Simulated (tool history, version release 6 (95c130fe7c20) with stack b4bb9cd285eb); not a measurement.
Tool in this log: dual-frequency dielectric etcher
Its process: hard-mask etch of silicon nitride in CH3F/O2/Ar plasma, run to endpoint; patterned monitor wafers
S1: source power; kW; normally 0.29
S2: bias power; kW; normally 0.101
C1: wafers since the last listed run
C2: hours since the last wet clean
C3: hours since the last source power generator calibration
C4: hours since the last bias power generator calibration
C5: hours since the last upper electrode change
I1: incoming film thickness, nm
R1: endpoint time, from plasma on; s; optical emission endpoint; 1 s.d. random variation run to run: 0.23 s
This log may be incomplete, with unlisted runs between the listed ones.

{"run": 1, "hour": 0.0, "S1": 0.31, "S2": 0.101, "C1": 0, "C2": 674.5, "C3": 3482, "C4": 4183.7, "C5": 3857.2, "I1": 49.64, "R1": 68.2}
{"run": 2, "hour": 38.9, "S1": 0.31, "S2": 0.101, "C1": 591, "C2": 713.4, "C3": 3520.9, "C4": 4222.6, "C5": 3896.1, "I1": 49.36, "R1": 68}
{"run": 3, "hour": 131.5, "S1": 0.29, "S2": 0.101, "C1": 1407, "C2": 806, "C3": 3613.5, "C4": 4315.2, "C5": 3988.7, "I1": 49.45, "R1": 70.5}
{"hour": 188.1, "done": "wet clean of the chamber"}
{"run": 4, "hour": 202.7, "S1": 0.29, "S2": 0.101, "C1": 717, "C2": 14.6, "C3": 3684.7, "C4": 4386.4, "C5": 4059.9, "I1": 49.24, "R1": 67.6}
{"run": 5, "hour": 280.1, "S1": 0.29, "S2": 0.101, "C1": 1176, "C2": 92, "C3": 3762.1, "C4": 4463.8, "C5": 4137.3, "I1": 50.21, "R1": 69.2}
{"run": 6, "hour": 372.3, "S1": 0.29, "S2": 0.086, "C1": 1401, "C2": 184.2, "C3": 3854.3, "C4": 4556, "C5": 4229.5, "I1": 49.39, "R1": 71.8}
{"run": 7, "hour": 448.2, "S1": 0.29, "S2": 0.087, "C1": 1153, "C2": 260.1, "C3": 3930.2, "C4": 4631.9, "C5": 4305.4, "I1": 49.77, "R1": 72.1}
{"run": 8, "hour": 521.1, "S1": 0.29, "S2": 0.087, "C1": 1107, "C2": 333, "C3": 4003.1, "C4": 4704.8, "C5": 4378.3, "I1": 49.64, "R1": 72.5}
{"run": 9, "hour": 596.2, "S1": 0.29, "S2": 0.087, "C1": 1141, "C2": 408.1, "C3": 4078.2, "C4": 4779.9, "C5": 4453.4, "I1": 49.75, "R1": 72.8}
{"run": 10, "hour": 662.6, "S1": 0.29, "S2": 0.118, "C1": 1009, "C2": 474.5, "C3": 4144.6, "C4": 4846.3, "C5": 4519.8, "I1": 49.34, "R1": 66.3}
{"run": 11, "hour": 699.1, "S1": 0.29, "S2": 0.118, "C1": 554, "C2": 511, "C3": 4181.1, "C4": 4882.8, "C5": 4556.3, "I1": 49.5, "R1": 66.6}
{"run": 12, "hour": 773.3, "S1": 0.29, "S2": 0.107, "C1": 1127, "C2": 585.2, "C3": 4255.3, "C4": 4957, "C5": 4630.5, "I1": 49.91, "R1": 69.3}
{"run": 13, "hour": 865.2, "S1": 0.29, "S2": 0.107, "C1": 1396, "C2": 677.1, "C3": 4347.2, "C4": 5048.9, "C5": 4722.4, "I1": 49.7, "R1": 69.5}
{"run": 14, "hour": 938.4, "S1": 0.29, "S2": 0.101, "C1": 1112, "C2": 750.3, "C3": 4420.4, "C4": 5122.1, "C5": 4795.6, "I1": 49.2, "R1": 70.4}
{"run": 15, "hour": 994.9, "S1": 0.31, "S2": 0.084, "C1": 858, "C2": 806.8, "C3": 4476.9, "C4": 5178.6, "C5": 4852.1, "I1": 50.19, "R1": 73.9}
{"hour": 1050.3, "done": "wet clean of the chamber"}
{"hour": 1084.8, "done": "source power generator calibrated"}
{"run": 16, "hour": 1188.6, "S1": 0.24, "S2": 0.084, "C1": 2518, "C2": 138.3, "C3": 103.8, "C4": 5372.3, "C5": 5045.8, "I1": 49.53, "R1": 80.2}
{"hour": 1196.1, "done": "bias power generator calibrated"}
{"run": 17, "hour": 1247.0, "S1": 0.24, "S2": 0.078, "C1": 826, "C2": 196.7, "C3": 162.2, "C4": 50.9, "C5": 5104.2, "I1": 49.61, "R1": 82.6}
{"run": 18, "hour": 1323.1, "S1": 0.24, "S2": 0.094, "C1": 1156, "C2": 272.8, "C3": 238.3, "C4": 127, "C5": 5180.3, "I1": 49.87, "R1": 78.5}
{"run": 19, "hour": 1403.8, "S1": 0.29, "S2": 0.124, "C1": 1226, "C2": 353.5, "C3": 319, "C4": 207.7, "C5": 5261, "I1": 49.37, "R1": 64.8}
{"run": 20, "hour": 1484.6, "S1": 0.34, "S2": 0.084, "C1": 1228, "C2": 434.3, "C3": 399.8, "C4": 288.5, "C5": 5341.8, "I1": 49.6, "R1": 67.5}
{"hour": 1509.3, "done": "upper electrode replaced"}
{"run": 21, "hour": 1540.5, "S1": 0.22, "S2": 0.085, "C1": 484, "C2": 490.2, "C3": 455.7, "C4": 344.4, "C5": 31.2, "I1": 49.57, "R1": 86.4}

Run 22 has not been measured yet. What should we expect?
{"run": 22, "hour": 1694.0, "S1": 0.29, "S2": 0.101, "C1": 2332, "C2": 643.7, "C3": 609.2, "C4": 497.9, "C5": 184.7, "I1": 49.37, "R1": "?"}

R1: 70.7 s
On a tool with no hidden condition, and with the same random variation, this run would have come out at R1 67.8 s.

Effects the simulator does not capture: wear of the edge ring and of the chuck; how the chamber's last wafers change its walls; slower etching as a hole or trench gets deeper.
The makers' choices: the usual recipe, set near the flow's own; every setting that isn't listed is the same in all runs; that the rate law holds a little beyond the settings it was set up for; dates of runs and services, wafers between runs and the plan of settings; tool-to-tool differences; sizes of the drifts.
